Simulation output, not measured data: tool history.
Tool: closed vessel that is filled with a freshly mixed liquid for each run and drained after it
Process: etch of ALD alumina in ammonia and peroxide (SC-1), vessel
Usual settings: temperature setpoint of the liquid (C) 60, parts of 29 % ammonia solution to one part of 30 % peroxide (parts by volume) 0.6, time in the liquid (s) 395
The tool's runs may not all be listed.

run,hour,temperature setpoint of the liquid (C),parts of 29 % ammonia solution to one part of 30 % peroxide (parts by volume),time in the liquid (s),"read-back film thickness of the ALD alumina reference wafer, read on the same gauge (nm)",thickness taken off the ALD alumina on a monitor wafer (angstrom)
1,0,65.5,0.8,395,89.96,776.3
2,17.2,65.5,0.8,395,90.01,779.3
3,40.7,65.5,0.8,395,90.03,778.1
4,61.1,60,0.6,395,90.02,579.5
5,83.5,60,0.6,490,90,711.5
6,119.5,60,0.6,490,90.02,714.8
# hour 122.6: gauge calibrated
7,137.7,60,0.6,490,90.03,722.8
# hour 157.2: new drum of ammonia solution connected
8,157.8,60,0.4,395,90,561.1
9,173.2,60,0.4,395,90,556.9
10,191.7,60,0.6,395,89.99,581.3
11,227.5,60,0.6,395,90.02,589.7
12,259.3,60,0.6,395,89.97,587
13,280.2,50.5,0.35,575,89.97,496.4
14,293.3,60,0.6,395,90,581.3
15,310.9,55,0.6,255,90.01,296
# hour 329.2: thermometer replaced
16,340.6,60,0.6,395,89.98,519.9
17,353.8,60,0.6,315,89.99,416.5
18,389.6,60,0.85,395,90.01,537.7
19,416.7,60,0.6,395,90.03,515.9
20,445.3,60,0.6,555,89.99,731
21,469.2,51.5,0.85,210,90,185.1
# hour 493.5: ammonia flow meter replaced
22,502.2,60,0.75,395,90.02,536.6
23,525.3,60,0.3,195,90.04,240.2
24,539.9,60,0.6,190,90.02,249.5
25,620.4,60,0.6,395,90.02,518.5
# hour 624.5: gauge calibrated
26,632.4,68,0.3,510,90,954.1
# hour 647.2: new drum of ammonia solution connected
27,653.4,60,0.6,395,89.98,528
28,730.6,60,0.3,395,90,496.2

5 ways to go on from here, each from the tool as it stands after run 28. What would each give?
A,731.4,60,0.6,395,?,?
B,731.4,55,0.3,615,?,?
C,731.4,66,0.6,395,?,?
D,731.4,54,0.45,315,?,?
E,731.4,60,0.4,605,?,?

run,"read-back film thickness of the ALD alumina reference wafer, read on the same gauge (nm)",thickness taken off the ALD alumina on a monitor wafer (angstrom)
A,89.99,528.4
B,89.99,593.9
C,89.99,713.8
D,89.99,299.8
E,89.99,778.9
Without the tool's hidden state the same runs would have given:
run,thickness taken off the ALD alumina on a monitor wafer (angstrom)
A,513.2
B,576.2
C,694.1
D,290.8
E,756.5
